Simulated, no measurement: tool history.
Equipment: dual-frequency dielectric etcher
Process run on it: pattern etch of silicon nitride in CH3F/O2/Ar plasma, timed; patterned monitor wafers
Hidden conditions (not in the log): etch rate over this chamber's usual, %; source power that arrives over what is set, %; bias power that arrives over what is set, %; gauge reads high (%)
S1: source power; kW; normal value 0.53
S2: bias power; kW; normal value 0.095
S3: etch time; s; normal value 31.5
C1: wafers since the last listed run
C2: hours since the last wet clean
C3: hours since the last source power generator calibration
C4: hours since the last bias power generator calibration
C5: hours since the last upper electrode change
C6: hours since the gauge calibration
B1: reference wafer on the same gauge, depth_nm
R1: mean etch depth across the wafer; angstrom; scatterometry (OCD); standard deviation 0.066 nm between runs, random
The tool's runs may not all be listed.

run	hour	S1	S2	S3	C1	C2	C3	C4	C5	C6	B1	R1
1	0	0.53	0.095	31.5	0	384.2	3087.2	4431.1	5140.3	512	30.69	264.9
# hour 44.1: upper electrode replaced
2	44.6	0.53	0.095	31.5	277	428.8	3131.8	4475.7	0.5	556.6	30.71	265.3
3	44.9	0.53	0.095	31.5	4	429.1	3132.1	4476	0.8	556.9	30.7	264.1
# hour 65.7: gauge calibrated
# hour 66.7: source power generator calibrated
4	73.9	0.53	0.095	31.5	336	458.1	7.2	4505	29.8	8.2	30.71	264.8
5	84.9	0.64	0.095	34.5	148	469.1	18.2	4516	40.8	19.2	30.71	315.5
6	99.2	0.53	0.095	31.5	192	483.4	32.5	4530.3	55.1	33.5	30.69	264.9
7	115.6	0.53	0.095	31.5	220	499.8	48.9	4546.7	71.5	49.9	30.67	263.2
8	122.5	0.43	0.095	31.5	92	506.7	55.8	4553.6	78.4	56.8	30.73	238.9
9	132.4	0.53	0.095	27.5	133	516.6	65.7	4563.5	88.3	66.7	30.71	229.9
# hour 191: wet clean of the chamber
10	191.5	0.53	0.095	31.5	472	0.5	124.8	4622.6	147.4	125.8	30.73	269.5
11	200.3	0.41	0.095	31.5	118	9.3	133.6	4631.4	156.2	134.6	30.71	238.1
12	217.1	0.45	0.109	24	226	26.1	150.4	4648.2	173	151.4	30.71	197
13	233.9	0.47	0.095	40	226	42.9	167.2	4665	189.8	168.2	30.68	322.8
14	248.7	0.53	0.116	23	199	57.7	182	4679.8	204.6	183	30.69	207.7
# hour 284.2: bias power generator calibrated
15	284.7	0.53	0.095	31.5	430	93.7	218	0.5	240.6	219	30.72	268.5
16	290.8	0.65	0.095	31.5	82	99.8	224.1	6.6	246.7	225.1	30.68	293.7
17	304.2	0.53	0.095	22.5	180	113.2	237.5	20	260.1	238.5	30.72	190.9
18	319.5	0.6	0.11	29	205	128.5	252.8	35.3	275.4	253.8	30.71	272.4
19	327.8	0.45	0.095	40.5	111	136.8	261.1	43.6	283.7	262.1	30.7	318.9
20	334.7	0.53	0.095	23.5	92	143.7	268	50.5	290.6	269	30.74	199.4
21	350.3	0.61	0.075	31.5	209	159.3	283.6	66.1	306.2	284.6	30.72	269.4
22	357.9	0.41	0.111	34	102	166.9	291.2	73.7	313.8	292.2	30.7	266.2
23	365.9	0.53	0.106	31.5	107	174.9	299.2	81.7	321.8	300.2	30.67	274.4
24	382.4	0.59	0.095	31.5	222	191.4	315.7	98.2	338.3	316.7	30.71	280.1
25	392.1	0.57	0.11	31.5	130	201.1	325.4	107.9	348	326.4	30.71	288.1
26	401.5	0.4	0.108	40	126	210.5	334.8	117.3	357.4	335.8	30.69	307.8
27	416.8	0.53	0.095	31.5	205	225.8	350.1	132.6	372.7	351.1	30.71	268.2
28	432.1	0.42	0.095	27.5	205	241.1	365.4	147.9	388	366.4	30.66	208.3
29	447	0.53	0.095	31.5	200	256	380.3	162.8	402.9	381.3	30.72	266.7

Exercise: give the hidden state of the tool at every run:
source power that arrives over what is set, %: 0 in every run
bias power that arrives over what is set, %: 0 in every run
gauge reads high (%): 0 in every run
H1: etch rate over this chamber's usual, %
run	H1
1	-1.41
2	-1.59
3	-1.59
4	-1.71
5	-1.75
6	-1.81
7	-1.87
8	-1.9
9	-1.94
10	0.169
11	0.133
12	0.0656
13	-0.00196
14	-0.0615
15	-0.206
16	-0.231
17	-0.285
18	-0.346
19	-0.38
20	-0.407
21	-0.47
22	-0.501
23	-0.533
24	-0.599
25	-0.638
26	-0.676
27	-0.737
28	-0.799
29	-0.859

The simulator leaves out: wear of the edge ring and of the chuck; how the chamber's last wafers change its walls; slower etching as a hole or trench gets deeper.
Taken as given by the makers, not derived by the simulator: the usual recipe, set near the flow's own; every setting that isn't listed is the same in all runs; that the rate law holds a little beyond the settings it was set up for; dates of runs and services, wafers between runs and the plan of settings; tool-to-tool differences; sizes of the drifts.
